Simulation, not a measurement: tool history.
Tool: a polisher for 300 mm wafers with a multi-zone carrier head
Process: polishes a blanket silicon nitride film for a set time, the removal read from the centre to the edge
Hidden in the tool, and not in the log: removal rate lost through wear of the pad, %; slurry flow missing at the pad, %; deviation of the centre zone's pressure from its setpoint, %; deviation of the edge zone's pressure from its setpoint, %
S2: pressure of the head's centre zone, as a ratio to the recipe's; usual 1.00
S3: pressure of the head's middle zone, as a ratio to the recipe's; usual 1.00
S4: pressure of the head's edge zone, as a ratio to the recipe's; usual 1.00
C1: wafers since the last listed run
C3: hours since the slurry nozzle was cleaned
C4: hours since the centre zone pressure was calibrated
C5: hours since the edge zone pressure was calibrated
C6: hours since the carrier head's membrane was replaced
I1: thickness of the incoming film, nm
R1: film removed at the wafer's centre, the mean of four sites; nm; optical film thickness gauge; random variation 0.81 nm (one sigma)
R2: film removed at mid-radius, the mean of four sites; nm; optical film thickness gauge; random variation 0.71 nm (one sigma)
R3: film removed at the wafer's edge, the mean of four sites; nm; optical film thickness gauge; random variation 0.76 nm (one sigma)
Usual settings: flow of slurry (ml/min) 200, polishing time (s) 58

run 1 hour=0.0 | flow_of_slurry_(ml/min)=200 S2=0.96 S3=1.00 S4=1.00 polishing_time_(s)=58 | C1=0 wafers_polished_on_this_pad=380 C3=2.5 C4=206.1 C5=1207.3 C6=1170.3 | I1=478.2 | R1=82.2 R2=87.6 R3=90.4
run 2 hour=69.2 | flow_of_slurry_(ml/min)=200 S2=1.00 S3=1.00 S4=0.97 polishing_time_(s)=58 | C1=488 wafers_polished_on_this_pad=868 C3=71.7 C4=275.3 C5=1276.5 C6=1239.5 | I1=472.5 | R1=84.8 R2=87.1 R3=87.1
run 3 hour=92.1 | flow_of_slurry_(ml/min)=200 S2=1.00 S3=1.00 S4=0.97 polishing_time_(s)=58 | C1=161 wafers_polished_on_this_pad=1030 C3=94.6 C4=298.2 C5=1299.4 C6=1262.4 | I1=480.7 | R1=85.6 R2=88.1 R3=86.9
run 4 hour=117.5 | flow_of_slurry_(ml/min)=215 S2=1.00 S3=1.00 S4=1.00 polishing_time_(s)=58 | C1=179 wafers_polished_on_this_pad=1209 C3=120.0 C4=323.6 C5=1324.8 C6=1287.8 | I1=485.4 | R1=85.7 R2=87.6 R3=88.4
-- hour=135.7 centre zone pressure recalibrated
run 5 hour=136.2 | flow_of_slurry_(ml/min)=240 S2=1.00 S3=1.00 S4=1.00 polishing_time_(s)=58 | C1=117 wafers_polished_on_this_pad=1327 C3=138.7 C4=0.5 C5=1343.5 C6=1306.5 | I1=483.2 | R1=84.8 R2=88.7 R3=91.3
run 6 hour=148.5 | flow_of_slurry_(ml/min)=200 S2=0.89 S3=1.00 S4=1.00 polishing_time_(s)=49 | C1=86 wafers_polished_on_this_pad=1414 C3=151.0 C4=12.8 C5=1355.8 C6=1318.8 | I1=485.9 | R1=63.3 R2=73.0 R3=73.3
-- hour=153.6 carrier head's membrane replaced by a new one
-- hour=158.6 worn pad replaced by a new one
-- hour=162.1 edge zone pressure recalibrated
run 7 hour=181.7 | flow_of_slurry_(ml/min)=200 S2=1.00 S3=1.00 S4=1.00 polishing_time_(s)=58 | C1=156 wafers_polished_on_this_pad=149 C3=184.2 C4=46.0 C5=19.6 C6=28.1 | I1=472.3 | R1=81.7 R2=84.5 R3=86.6
-- hour=245.6 slurry nozzle cleaned
run 8 hour=281.4 | flow_of_slurry_(ml/min)=200 S2=1.00 S3=1.06 S4=1.00 polishing_time_(s)=58 | C1=696 wafers_polished_on_this_pad=845 C3=35.8 C4=145.7 C5=119.3 C6=127.8 | I1=480.6 | R1=86.0 R2=92.8 R3=89.2
run 9 hour=315.0 | flow_of_slurry_(ml/min)=170 S2=1.04 S3=1.00 S4=0.91 polishing_time_(s)=38 | C1=237 wafers_polished_on_this_pad=1082 C3=69.4 C4=179.3 C5=152.9 C6=161.4 | I1=476.5 | R1=57.7 R2=56.0 R3=54.4
run 10 hour=338.3 | flow_of_slurry_(ml/min)=160 S2=1.00 S3=1.00 S4=1.00 polishing_time_(s)=40 | C1=164 wafers_polished_on_this_pad=1246 C3=92.7 C4=202.6 C5=176.2 C6=184.7 | I1=490.8 | R1=56.1 R2=58.0 R3=60.3
-- hour=344.5 worn pad replaced by a new one, of another model than before
run 11 hour=374.1 | flow_of_slurry_(ml/min)=255 S2=1.00 S3=1.00 S4=1.00 polishing_time_(s)=58 | C1=224 wafers_polished_on_this_pad=209 C3=128.5 C4=238.4 C5=212.0 C6=220.5 | I1=470.1 | R1=88.6 R2=90.9 R3=90.8
run 12 hour=401.9 | flow_of_slurry_(ml/min)=200 S2=1.00 S3=1.09 S4=1.00 polishing_time_(s)=58 | C1=196 wafers_polished_on_this_pad=405 C3=156.3 C4=266.2 C5=239.8 C6=248.3 | I1=476.1 | R1=84.3 R2=94.0 R3=88.6
run 13 hour=423.7 | flow_of_slurry_(ml/min)=200 S2=0.92 S3=1.05 S4=1.07 polishing_time_(s)=58 | C1=153 wafers_polished_on_this_pad=559 C3=178.1 C4=288.0 C5=261.6 C6=270.1 | I1=474.6 | R1=78.6 R2=91.9 R3=91.0
run 14 hour=437.2 | flow_of_slurry_(ml/min)=170 S2=1.00 S3=0.92 S4=1.00 polishing_time_(s)=52 | C1=95 wafers_polished_on_this_pad=654 C3=191.6 C4=301.5 C5=275.1 C6=283.6 | I1=473.1 | R1=75.1 R2=70.8 R3=78.1
-- hour=470.3 centre zone pressure recalibrated
run 15 hour=472.2 | flow_of_slurry_(ml/min)=200 S2=1.00 S3=1.00 S4=1.00 polishing_time_(s)=58 | C1=232 wafers_polished_on_this_pad=887 C3=226.6 C4=1.9 C5=310.1 C6=318.6 | I1=470.3 | R1=82.9 R2=87.0 R3=87.9
run 16 hour=496.8 | flow_of_slurry_(ml/min)=230 S2=1.09 S3=1.00 S4=1.00 polishing_time_(s)=63 | C1=173 wafers_polished_on_this_pad=1060 C3=251.2 C4=26.5 C5=334.7 C6=343.2 | I1=477.4 | R1=99.7 R2=93.6 R3=94.6
run 17 hour=518.2 | flow_of_slurry_(ml/min)=200 S2=1.00 S3=1.00 S4=1.00 polishing_time_(s)=58 | C1=151 wafers_polished_on_this_pad=1211 C3=272.6 C4=47.9 C5=356.1 C6=364.6 | I1=481.0 | R1=81.3 R2=83.3 R3=86.3
-- hour=532.1 worn pad replaced by a new one
-- hour=533.7 slurry nozzle cleaned
run 18 hour=542.0 | flow_of_slurry_(ml/min)=150 S2=1.00 S3=0.95 S4=0.92 polishing_time_(s)=65 | C1=132 wafers_polished_on_this_pad=63 C3=8.3 C4=71.7 C5=379.9 C6=388.4 | I1=477.0 | R1=92.4 R2=92.2 R3=95.1
run 19 hour=559.3 | flow_of_slurry_(ml/min)=255 S2=1.07 S3=1.00 S4=1.00 polishing_time_(s)=58 | C1=122 wafers_polished_on_this_pad=185 C3=25.6 C4=89.0 C5=397.2 C6=405.7 | I1=471.3 | R1=94.5 R2=91.2 R3=91.1
run 20 hour=588.2 | flow_of_slurry_(ml/min)=200 S2=1.00 S3=1.00 S4=1.05 polishing_time_(s)=58 | C1=203 wafers_polished_on_this_pad=389 C3=54.5 C4=117.9 C5=426.1 C6=434.6 | I1=473.7 | R1=85.8 R2=88.8 R3=91.7
run 21 hour=620.1 | flow_of_slurry_(ml/min)=230 S2=1.09 S3=1.00 S4=1.00 polishing_time_(s)=63 | C1=225 wafers_polished_on_this_pad=614 C3=86.4 C4=149.8 C5=458.0 C6=466.5 | I1=483.7 | R1=103.4 R2=97.2 R3=96.9
run 22 hour=637.2 | flow_of_slurry_(ml/min)=240 S2=1.00 S3=1.05 S4=0.94 polishing_time_(s)=78 | C1=120 wafers_polished_on_this_pad=734 C3=103.5 C4=166.9 C5=475.1 C6=483.6 | I1=477.1 | R1=116.4 R2=124.8 R3=117.6

What the log doesn't show, run by run:
removal rate lost through wear of the pad, %: 0 in every run
deviation of the centre zone's pressure from its setpoint, %: 0 in every run
deviation of the edge zone's pressure from its setpoint, %: 0 in every run
H1: slurry flow missing at the pad, %
run=1 H1=2.5
run=2 H1=5.54
run=3 H1=7.79
run=4 H1=11
run=5 H1=13.9
run=6 H1=16
run=7 H1=22.5
run=8 H1=2.08
run=9 H1=4.17
run=10 H1=6.4
run=11 H1=11.1
run=12 H1=15.8
run=13 H1=20.1
run=14 H1=23
run=15 H1=31.7
run=16 H1=38.6
run=17 H1=45.2
run=18 H1=2.02
run=19 H1=2.37
run=20 H1=3.74
run=21 H1=6.39
run=22 H1=8.31
